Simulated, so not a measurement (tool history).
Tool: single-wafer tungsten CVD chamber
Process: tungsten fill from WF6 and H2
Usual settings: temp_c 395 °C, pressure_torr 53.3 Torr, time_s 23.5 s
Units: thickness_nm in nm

run    hour  temp_c  pressure_torr  time_s  wafers since the last listed run  hours since the last thermocouple change  hours since the last manometer calibration  hours since the showerhead was replaced  hours since the gauge calibration  read-back reference wafer on the same gauge, thickness_nm  thickness_nm
  1     0.0     395           53.3    23.5                                 0                                    1459.8                                      1509.7                                   2141.9                             1568.6                                                     96.900        83.208
       64.3  -- gauge calibrated
  2   104.4     403           46.3    23.5                              2958                                    1564.2                                      1614.1                                   2246.3                               40.1                                                     96.917        89.737
  3   180.0     403           46.3    23.5                              2142                                    1639.8                                      1689.7                                   2321.9                              115.7                                                     96.946        90.157
  4   259.7     395           53.3    23.5                              2258                                    1719.5                                      1769.4                                   2401.6                              195.4                                                     96.815        84.080
  5   340.9     395           53.3    23.5                              2300                                    1800.7                                      1850.6                                   2482.8                              276.6                                                     96.954        83.529
  6   417.3     395           53.3    23.5                              2164                                    1877.1                                      1927.0                                   2559.2                              353.0                                                     96.865        83.789
  7   471.2     395           46.5    23.5                              1527                                    1931.0                                      1980.9                                   2613.1                              406.9                                                     97.057        78.837
  8   564.9     395           46.5    23.5                              2655                                    2024.7                                      2074.6                                   2706.8                              500.6                                                     96.837        78.545
  9   618.6     395           46.5    23.5                              1521                                    2078.4                                      2128.3                                   2760.5                              554.3                                                     96.948        78.993
 10   719.3     395           53.3    23.5                              2853                                    2179.1                                      2229.0                                   2861.2                              655.0                                                     96.872        83.449
 11   795.6     395           53.3    23.5                              2162                                    2255.4                                      2305.3                                   2937.5                              731.3                                                     96.849        82.331
      820.1  -- thermocouple changed; heater temperature recalibrated
 12   881.2     395           53.3    23.5                              2198                                      61.1                                      2390.9                                   3023.1                              816.9                                                     96.758        83.153
      901.2  -- showerhead replaced
 13   963.5     395           42.7    23.5                              2105                                     143.4                                      2473.2                                     62.3                              899.2                                                     97.057        76.741
 14  1028.1     395           42.7    23.5                              1830                                     208.0                                      2537.8                                    126.9                              963.8                                                     96.869        76.579
 15  1088.0     402           62.9    19.7                              1697                                     267.9                                      2597.7                                    186.8                             1023.7                                                     96.779        82.475
 16  1193.6     395           53.3    23.5                              2992                                     373.5                                      2703.3                                    292.4                             1129.3                                                     96.890        82.698
 17  1287.6     387           48.6    26.5                              2663                                     467.5                                      2797.3                                    386.4                             1223.3                                                     96.961        79.176
     1385.9  -- capacitance manometer re-zeroed and calibrated
 18  1388.8     388           64.8    23.5                              2641                                     568.7                                         2.9                                    487.6                             1324.5                                                     97.047        80.291
 19  1482.6     389           46.4    23.5                              2658                                     662.5                                        96.7                                    581.4                             1418.3                                                     96.815        72.820
     1526.9  -- gauge calibrated
 20  1557.6     386           58.6    21.4                              2125                                     737.5                                       171.7                                    656.4                               30.7                                                     96.893        68.928
 21  1610.7     381           53.3    23.5                              1504                                     790.6                                       224.8                                    709.5                               83.8                                                     96.841        67.095
 22  1676.1     395           53.3    23.5                              1853                                     856.0                                       290.2                                    774.9                              149.2                                                     96.985        84.918
 23  1783.5     395           53.3    19.4                              3043                                     963.4                                       397.6                                    882.3                              256.6                                                     97.024        69.116
 24  1842.5     395           53.3    27.4                              1671                                    1022.4                                       456.6                                    941.3                              315.6                                                     96.889        97.594
 25  1944.9     387           58.8    23.5                              2901                                    1124.8                                       559.0                                   1043.7                              418.0                                                     96.952        76.228
 26  2021.5     395           60.8    19.8                              2170                                    1201.4                                       635.6                                   1120.3                              494.6                                                     96.873        74.154
 27  2073.6     395           53.3    27.4                              1476                                    1253.5                                       687.7                                   1172.4                              546.7                                                     96.800        98.276
 28  2164.2     395           53.3    23.5                              2567                                    1344.1                                       778.3                                   1263.0                              637.3                                                     97.022        84.434

Forecast each of these 5 alternatives for the next run:
  A  2164.6     395           53.3    23.5                                11                                    1344.5                                       778.7                                   1263.4                              637.7                                                          ?             ?
  B  2164.6     399           59.0    25.6                                11                                    1344.5                                       778.7                                   1263.4                              637.7                                                          ?             ?
  C  2164.6     382           64.0    23.5                                11                                    1344.5                                       778.7                                   1263.4                              637.7                                                          ?             ?
  D  2164.6     400           42.5    20.0                                11                                    1344.5                                       778.7                                   1263.4                              637.7                                                          ?             ?
  E  2164.6     382           53.3    20.6                                11                                    1344.5                                       778.7                                   1263.4                              637.7                                                          ?             ?

run  read-back reference wafer on the same gauge, thickness_nm  thickness_nm
  A                                                     97.058        84.711
  B                                                     97.058       102.302
  C                                                     97.058        72.548
  D                                                     97.058        72.099
  E                                                     97.058        59.449
Without the tool's hidden state the same runs would have given:
run  thickness_nm
  A        85.502
  B       103.258
  C        73.226
  D        72.791
  E        60.005

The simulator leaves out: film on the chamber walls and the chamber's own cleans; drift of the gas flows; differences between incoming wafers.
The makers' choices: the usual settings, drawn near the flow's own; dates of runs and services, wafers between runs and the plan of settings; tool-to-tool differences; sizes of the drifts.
